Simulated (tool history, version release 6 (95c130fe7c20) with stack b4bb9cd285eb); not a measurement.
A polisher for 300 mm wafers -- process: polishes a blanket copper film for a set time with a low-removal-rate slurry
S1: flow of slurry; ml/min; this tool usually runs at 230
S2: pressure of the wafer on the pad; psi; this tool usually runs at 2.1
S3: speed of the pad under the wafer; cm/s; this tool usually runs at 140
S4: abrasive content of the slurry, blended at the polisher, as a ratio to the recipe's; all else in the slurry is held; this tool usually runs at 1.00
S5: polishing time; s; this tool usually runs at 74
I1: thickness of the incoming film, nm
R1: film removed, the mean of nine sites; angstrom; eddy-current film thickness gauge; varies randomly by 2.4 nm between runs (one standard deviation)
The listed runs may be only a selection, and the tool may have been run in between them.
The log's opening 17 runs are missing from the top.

run 18 hour=204.0 | S1=230 S2=2.7 S3=140 S4=0.75 S5=59 | I1=1128.7 | R1=2359
run 19 hour=210.7 | S1=230 S2=2.1 S3=140 S4=1.00 S5=74 | I1=1107.2 | R1=2471
-- hour=218.1 head pressure recalibrated
run 20 hour=227.5 | S1=185 S2=1.8 S3=140 S4=1.10 S5=99 | I1=1121.2 | R1=2556
-- hour=232.3 worn pad replaced by a new one
run 21 hour=244.1 | S1=200 S2=1.5 S3=168 S4=0.90 S5=74 | I1=1124.0 | R1=2014
run 22 hour=256.1 | S1=230 S2=2.1 S3=154 S4=1.00 S5=53 | I1=1142.8 | R1=1827
run 23 hour=264.6 | S1=295 S2=2.1 S3=106 S4=0.85 S5=74 | I1=1124.1 | R1=1831
-- hour=272.2 slurry blender recalibrated
run 24 hour=280.3 | S1=230 S2=2.1 S3=140 S4=1.00 S5=74 | I1=1143.8 | R1=2314
run 25 hour=290.9 | S1=175 S2=2.1 S3=140 S4=1.00 S5=74 | I1=1142.7 | R1=2307
run 26 hour=312.4 | S1=250 S2=2.6 S3=140 S4=1.00 S5=74 | I1=1128.9 | R1=2813
run 27 hour=363.1 | S1=230 S2=2.1 S3=140 S4=1.00 S5=74 | I1=1134.7 | R1=2224
run 28 hour=379.7 | S1=290 S2=2.1 S3=140 S4=0.90 S5=88 | I1=1106.9 | R1=2619
-- hour=390.6 worn pad replaced by a new one
run 29 hour=391.1 | S1=270 S2=2.3 S3=140 S4=0.70 S5=91 | I1=1129.7 | R1=3126
-- hour=403.8 slurry blender recalibrated
run 30 hour=404.8 | S1=255 S2=2.5 S3=140 S4=0.75 S5=57 | I1=1128.9 | R1=2101

4 ways to go on from here, each from the tool as it stands after run 30. What would each give?
run A hour=405.3 | S1=230 S2=2.1 S3=140 S4=1.00 S5=74 | I1=1140.8 | R1=?
run B hour=405.3 | S1=230 S2=1.6 S3=140 S4=1.15 S5=74 | I1=1140.8 | R1=?
run C hour=405.3 | S1=155 S2=2.1 S3=140 S4=1.00 S5=74 | I1=1140.8 | R1=?
run D hour=405.3 | S1=305 S2=2.1 S3=140 S4=1.00 S5=74 | I1=1140.8 | R1=?

run=A R1=2393
run=B R1=1909
run=C R1=2323
run=D R1=2442
Had the tool no hidden state, the same runs would have come out as:
run=A R1=2438
run=B R1=1945
run=C R1=2366
run=D R1=2488
